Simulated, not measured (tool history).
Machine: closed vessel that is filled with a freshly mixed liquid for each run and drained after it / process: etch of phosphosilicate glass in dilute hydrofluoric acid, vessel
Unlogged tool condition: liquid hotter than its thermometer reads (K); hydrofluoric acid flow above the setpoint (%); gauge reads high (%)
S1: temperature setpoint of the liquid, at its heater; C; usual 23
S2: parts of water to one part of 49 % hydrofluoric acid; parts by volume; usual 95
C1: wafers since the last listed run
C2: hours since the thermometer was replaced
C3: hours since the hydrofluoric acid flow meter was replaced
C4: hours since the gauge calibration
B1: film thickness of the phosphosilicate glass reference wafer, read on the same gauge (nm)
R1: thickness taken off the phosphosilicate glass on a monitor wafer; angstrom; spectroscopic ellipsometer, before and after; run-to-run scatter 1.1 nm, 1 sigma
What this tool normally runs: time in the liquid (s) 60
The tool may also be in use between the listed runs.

run 1 hour=0 | S1=23 S2=95 time_in_the_liquid_(s)=60 | C1=0 C2=626.9 C3=143 C4=632.3 | B1=89.97 | R1=1351.9
run 2 hour=71.4 | S1=23 S2=80 time_in_the_liquid_(s)=50 | C1=5681 C2=698.3 C3=214.4 C4=703.7 | B1=89.97 | R1=1398.6
run 3 hour=139.3 | S1=23 S2=80 time_in_the_liquid_(s)=50 | C1=5402 C2=766.2 C3=282.3 C4=771.6 | B1=89.97 | R1=1389.7
run 4 hour=229.2 | S1=23 S2=80 time_in_the_liquid_(s)=50 | C1=7153 C2=856.1 C3=372.2 C4=861.5 | B1=89.98 | R1=1429.8
run 5 hour=297 | S1=20 S2=95 time_in_the_liquid_(s)=60 | C1=5395 C2=923.9 C3=440 C4=929.3 | B1=90.03 | R1=1289.3
run 6 hour=393.3 | S1=20 S2=95 time_in_the_liquid_(s)=60 | C1=7662 C2=1020.2 C3=536.3 C4=1025.6 | B1=89.99 | R1=1280.7
run 7 hour=442.9 | S1=23 S2=95 time_in_the_liquid_(s)=60 | C1=3946 C2=1069.8 C3=585.9 C4=1075.2 | B1=89.99 | R1=1482.1
-- hour=513 hydrofluoric acid flow meter replaced
-- hour=513.8 thermometer replaced
run 8 hour=537.2 | S1=23 S2=95 time_in_the_liquid_(s)=60 | C1=7360 C2=23.4 C3=24.2 C4=1169.5 | B1=89.99 | R1=1266.7
run 9 hour=634 | S1=25 S2=125 time_in_the_liquid_(s)=70 | C1=7702 C2=120.2 C3=121 C4=1266.3 | B1=89.99 | R1=1200.8
run 10 hour=729.5 | S1=23 S2=95 time_in_the_liquid_(s)=50 | C1=7599 C2=215.7 C3=216.5 C4=1361.8 | B1=90.04 | R1=1083
-- hour=765.6 gauge calibrated
run 11 hour=810.5 | S1=23 S2=70 time_in_the_liquid_(s)=85 | C1=6445 C2=296.7 C3=297.5 C4=44.9 | B1=90 | R1=2652
run 12 hour=889.6 | S1=25 S2=95 time_in_the_liquid_(s)=85 | C1=6294 C2=375.8 C3=376.6 C4=124 | B1=89.98 | R1=2113.8
run 13 hour=929.8 | S1=28 S2=70 time_in_the_liquid_(s)=60 | C1=3198 C2=416 C3=416.8 C4=164.2 | B1=90.02 | R1=2333
run 14 hour=1033.6 | S1=25.5 S2=125 time_in_the_liquid_(s)=40 | C1=8259 C2=519.8 C3=520.6 C4=268 | B1=89.98 | R1=762.3
run 15 hour=1091.2 | S1=23 S2=95 time_in_the_liquid_(s)=50 | C1=4583 C2=577.4 C3=578.2 C4=325.6 | B1=90 | R1=1191.9
run 16 hour=1194.2 | S1=24.5 S2=95 time_in_the_liquid_(s)=45 | C1=8195 C2=680.4 C3=681.2 C4=428.6 | B1=89.97 | R1=1147.5
-- hour=1222 hydrofluoric acid flow meter replaced
run 17 hour=1410.8 | S1=23 S2=95 time_in_the_liquid_(s)=60 | C1=17155 C2=897 C3=188.8 C4=645.2 | B1=89.98 | R1=1369.3

Below are 5 alternative next runs, each starting from the tool's condition after run 17. Predict each:
run A hour=1411.5 | S1=23 S2=95 time_in_the_liquid_(s)=60 | C1=55 C2=897.7 C3=189.5 C4=645.9 | B1=? | R1=?
run B hour=1411.5 | S1=23 S2=125 time_in_the_liquid_(s)=60 | C1=55 C2=897.7 C3=189.5 C4=645.9 | B1=? | R1=?
run C hour=1411.5 | S1=20.5 S2=95 time_in_the_liquid_(s)=60 | C1=55 C2=897.7 C3=189.5 C4=645.9 | B1=? | R1=?
run D hour=1411.5 | S1=21.5 S2=60 time_in_the_liquid_(s)=95 | C1=55 C2=897.7 C3=189.5 C4=645.9 | B1=? | R1=?
run E hour=1411.5 | S1=25 S2=95 time_in_the_liquid_(s)=60 | C1=55 C2=897.7 C3=189.5 C4=645.9 | B1=? | R1=?

run=A B1=90.02 R1=1388.2
run=B B1=90.02 R1=1017.9
run=C B1=90.02 R1=1255.9
run=D B1=90.02 R1=3420.3
run=E B1=90.02 R1=1501.6
What these runs would have given with no unlogged condition in the tool:
run=A R1=1253.7
run=B R1=919.7
run=C R1=1132.8
run=D R1=3085
run=E R1=1357.5
